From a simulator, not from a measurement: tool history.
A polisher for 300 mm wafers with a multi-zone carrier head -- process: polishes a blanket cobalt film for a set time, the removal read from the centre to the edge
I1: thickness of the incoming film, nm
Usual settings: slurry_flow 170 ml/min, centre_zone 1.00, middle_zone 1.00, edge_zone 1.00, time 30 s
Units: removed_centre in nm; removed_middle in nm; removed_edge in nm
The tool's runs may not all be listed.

run 1 hour=0.0 | slurry_flow=170 centre_zone=1.00 middle_zone=0.95 edge_zone=0.92 time=36 | I1=1293.8 | removed_centre=121.0 removed_middle=119.0 removed_edge=114.9
-- hour=36.6 centre zone pressure recalibrated
run 2 hour=174.4 | slurry_flow=125 centre_zone=1.00 middle_zone=1.00 edge_zone=1.06 time=25 | I1=1317.6 | removed_centre=77.2 removed_middle=80.0 removed_edge=81.2
run 3 hour=206.2 | slurry_flow=115 centre_zone=1.00 middle_zone=1.07 edge_zone=1.00 time=30 | I1=1316.2 | removed_centre=93.1 removed_middle=99.1 removed_edge=93.0
run 4 hour=255.3 | slurry_flow=195 centre_zone=0.92 middle_zone=1.00 edge_zone=0.94 time=33 | I1=1312.4 | removed_centre=106.3 removed_middle=116.6 removed_edge=106.5
run 5 hour=296.5 | slurry_flow=170 centre_zone=1.00 middle_zone=1.00 edge_zone=1.00 time=30 | I1=1309.1 | removed_centre=99.3 removed_middle=103.4 removed_edge=97.8
run 6 hour=343.8 | slurry_flow=170 centre_zone=1.00 middle_zone=1.00 edge_zone=1.00 time=30 | I1=1331.4 | removed_centre=100.8 removed_middle=100.0 removed_edge=97.1
-- hour=375.1 edge zone pressure recalibrated
run 7 hour=408.0 | slurry_flow=170 centre_zone=1.00 middle_zone=1.00 edge_zone=1.00 time=30 | I1=1291.4 | removed_centre=99.0 removed_middle=100.5 removed_edge=97.4
-- hour=427.8 worn pad replaced by a new one
run 8 hour=459.2 | slurry_flow=145 centre_zone=1.00 middle_zone=1.00 edge_zone=1.00 time=37 | I1=1304.6 | removed_centre=120.8 removed_middle=124.0 removed_edge=121.2
run 9 hour=490.8 | slurry_flow=170 centre_zone=0.90 middle_zone=0.89 edge_zone=0.94 time=30 | I1=1295.8 | removed_centre=95.9 removed_middle=95.9 removed_edge=97.7
-- hour=493.4 centre zone pressure recalibrated
run 10 hour=532.7 | slurry_flow=135 centre_zone=1.00 middle_zone=1.00 edge_zone=1.05 time=30 | I1=1322.4 | removed_centre=98.4 removed_middle=99.2 removed_edge=99.6
run 11 hour=563.0 | slurry_flow=170 centre_zone=1.00 middle_zone=0.97 edge_zone=0.94 time=30 | I1=1314.5 | removed_centre=100.6 removed_middle=99.7 removed_edge=97.5
-- hour=565.9 slurry nozzle cleaned
run 12 hour=590.1 | slurry_flow=210 centre_zone=0.96 middle_zone=1.00 edge_zone=1.00 time=30 | I1=1303.6 | removed_centre=103.2 removed_middle=107.3 removed_edge=103.1
run 13 hour=641.5 | slurry_flow=170 centre_zone=0.96 middle_zone=1.00 edge_zone=1.00 time=30 | I1=1297.6 | removed_centre=97.4 removed_middle=103.8 removed_edge=97.6
run 14 hour=685.1 | slurry_flow=130 centre_zone=1.00 middle_zone=1.00 edge_zone=0.94 time=30 | I1=1298.1 | removed_centre=94.9 removed_middle=96.4 removed_edge=93.2
run 15 hour=735.2 | slurry_flow=170 centre_zone=1.00 middle_zone=1.00 edge_zone=1.00 time=30 | I1=1326.9 | removed_centre=101.7 removed_middle=104.7 removed_edge=98.4
run 16 hour=803.4 | slurry_flow=200 centre_zone=1.00 middle_zone=1.00 edge_zone=1.00 time=35 | I1=1320.9 | removed_centre=120.4 removed_middle=123.3 removed_edge=116.2
-- hour=866.3 edge zone pressure recalibrated
run 17 hour=921.1 | slurry_flow=195 centre_zone=1.00 middle_zone=1.00 edge_zone=1.00 time=34 | I1=1319.2 | removed_centre=115.4 removed_middle=116.3 removed_edge=111.5
run 18 hour=949.6 | slurry_flow=170 centre_zone=0.94 middle_zone=1.00 edge_zone=1.00 time=30 | I1=1289.4 | removed_centre=95.5 removed_middle=98.4 removed_edge=96.8
-- hour=957.0 worn pad replaced by a new one
run 19 hour=975.0 | slurry_flow=195 centre_zone=1.00 middle_zone=1.00 edge_zone=1.00 time=33 | I1=1325.8 | removed_centre=114.8 removed_middle=116.6 removed_edge=111.8
-- hour=1043.4 centre zone pressure recalibrated
run 20 hour=1046.9 | slurry_flow=170 centre_zone=1.05 middle_zone=0.94 edge_zone=1.05 time=26 | I1=1330.8 | removed_centre=88.9 removed_middle=84.0 removed_edge=89.6
run 21 hour=1077.4 | slurry_flow=230 centre_zone=1.00 middle_zone=1.00 edge_zone=1.11 time=24 | I1=1322.1 | removed_centre=84.4 removed_middle=85.5 removed_edge=85.9
run 22 hour=1148.7 | slurry_flow=170 centre_zone=1.00 middle_zone=1.00 edge_zone=1.00 time=30 | I1=1296.4 | removed_centre=100.7 removed_middle=100.7 removed_edge=99.8

Run 23 has not been measured yet. What should we expect?
run 23 hour=1203.2 | slurry_flow=135 centre_zone=1.00 middle_zone=1.00 edge_zone=1.00 time=30 | I1=1309.9 | removed_centre=? removed_middle=? removed_edge=?

removed_centre: 95.4 nm
removed_middle: 96.8 nm
removed_edge: 97.0 nm
Minus the tool's unlogged condition, the same run would have read removed_centre 97.5 nm, removed_middle 98.9 nm, removed_edge 99.1 nm.
